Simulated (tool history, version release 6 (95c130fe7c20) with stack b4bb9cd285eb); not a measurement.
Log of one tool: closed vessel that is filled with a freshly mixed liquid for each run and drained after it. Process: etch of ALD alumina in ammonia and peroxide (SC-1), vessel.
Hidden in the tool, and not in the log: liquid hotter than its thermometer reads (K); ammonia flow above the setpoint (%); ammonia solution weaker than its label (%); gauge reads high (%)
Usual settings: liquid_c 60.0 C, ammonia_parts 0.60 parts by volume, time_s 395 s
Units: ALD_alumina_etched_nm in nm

run	hour	liquid_c	ammonia_parts	time_s	wafers since the last listed run	hours since the thermometer was replaced	hours since the ammonia flow meter was replaced	hours since the drum of ammonia solution was connected	hours since the gauge calibration	read-back film thickness of the ALD alumina reference wafer, read on the same gauge (nm)	ALD_alumina_etched_nm
1	0.0	65.5	0.80	395	0	1924.3	684.8	309.8	374.8	89.96	77.63
2	17.2	65.5	0.80	395	1113	1941.5	702.0	327.0	392.0	90.01	77.93
3	40.7	65.5	0.80	395	1521	1965.0	725.5	350.5	415.5	90.03	77.81
4	61.1	60.0	0.60	395	1320	1985.4	745.9	370.9	435.9	90.02	57.95
5	83.5	60.0	0.60	490	1450	2007.8	768.3	393.3	458.3	90.00	71.15
6	119.5	60.0	0.60	490	2331	2043.8	804.3	429.3	494.3	90.02	71.48
# hour 122.6: gauge calibrated
7	137.7	60.0	0.60	490	1178	2062.0	822.5	447.5	15.1	90.03	72.28
# hour 157.2: new drum of ammonia solution connected
8	157.8	60.0	0.40	395	1236	2082.1	842.6	0.6	35.2	90.00	56.11
9	173.2	60.0	0.40	395	997	2097.5	858.0	16.0	50.6	90.00	55.69
10	191.7	60.0	0.60	395	1197	2116.0	876.5	34.5	69.1	89.99	58.13
11	227.5	60.0	0.60	395	2318	2151.8	912.3	70.3	104.9	90.02	58.97
12	259.3	60.0	0.60	395	2059	2183.6	944.1	102.1	136.7	89.97	58.70
13	280.2	50.5	0.35	575	1353	2204.5	965.0	123.0	157.6	89.97	49.64
14	293.3	60.0	0.60	395	848	2217.6	978.1	136.1	170.7	90.00	58.13
15	310.9	55.0	0.60	255	1139	2235.2	995.7	153.7	188.3	90.01	29.60
# hour 329.2: thermometer replaced
16	340.6	60.0	0.60	395	1858	11.4	1025.4	183.4	218.0	89.98	51.99
17	353.8	60.0	0.60	315	854	24.6	1038.6	196.6	231.2	89.99	41.65
18	389.6	60.0	0.85	395	2318	60.4	1074.4	232.4	267.0	90.01	53.77
19	416.7	60.0	0.60	395	1754	87.5	1101.5	259.5	294.1	90.03	51.59
20	445.3	60.0	0.60	555	1851	116.1	1130.1	288.1	322.7	89.99	73.10
21	469.2	51.5	0.85	210	1547	140.0	1154.0	312.0	346.6	90.00	18.51
# hour 493.5: ammonia flow meter replaced
22	502.2	60.0	0.75	395	2072	173.0	8.7	345.0	379.6	90.02	53.66
23	525.3	60.0	0.30	195	1495	196.1	31.8	368.1	402.7	90.04	24.02
24	539.9	60.0	0.60	190	945	210.7	46.4	382.7	417.3	90.02	24.95
25	620.4	60.0	0.60	395	5212	291.2	126.9	463.2	497.8	90.02	51.85
# hour 624.5: gauge calibrated
26	632.4	68.0	0.30	510	777	303.2	138.9	475.2	7.9	90.00	95.41
# hour 647.2: new drum of ammonia solution connected
27	653.4	60.0	0.60	395	1295	324.2	159.9	6.2	28.9	89.98	52.80
28	730.6	60.0	0.30	395	4998	401.4	237.1	83.4	106.1	90.00	49.62

Hidden state at the last listed run before each entry between runs and at the first one after, where it differs:
Between runs 6 and 7: gauge calibrated (hour 122.6)
  liquid hotter than its thermometer reads (K): 2.37 -> 2.39
  measured less the result without the state, ALD_alumina_etched_nm: +8.13 -> +8.29 nm
Between runs 7 and 8: new drum of ammonia solution connected (hour 157.2)
  liquid hotter than its thermometer reads (K): 2.39 -> 2.41
  measured less the result without the state, ALD_alumina_etched_nm: +8.29 -> +6.48 nm
Between runs 15 and 16: thermometer replaced (hour 329.2)
  liquid hotter than its thermometer reads (K): 2.56 -> 0.171
  measured less the result without the state, ALD_alumina_etched_nm: +3.74 -> +0.45 nm
Between runs 21 and 22: ammonia flow meter replaced (hour 493.5)
  liquid hotter than its thermometer reads (K): 0.301 -> 0.334
  measured less the result without the state, ALD_alumina_etched_nm: +0.30 -> +0.90 nm
Between runs 25 and 26: gauge calibrated (hour 624.5)
  liquid hotter than its thermometer reads (K): 0.454 -> 0.466
  measured less the result without the state, ALD_alumina_etched_nm: +1.19 -> +2.16 nm
Between runs 26 and 27: new drum of ammonia solution connected (hour 647.2)
  liquid hotter than its thermometer reads (K): 0.466 -> 0.487
  measured less the result without the state, ALD_alumina_etched_nm: +2.16 -> +1.31 nm

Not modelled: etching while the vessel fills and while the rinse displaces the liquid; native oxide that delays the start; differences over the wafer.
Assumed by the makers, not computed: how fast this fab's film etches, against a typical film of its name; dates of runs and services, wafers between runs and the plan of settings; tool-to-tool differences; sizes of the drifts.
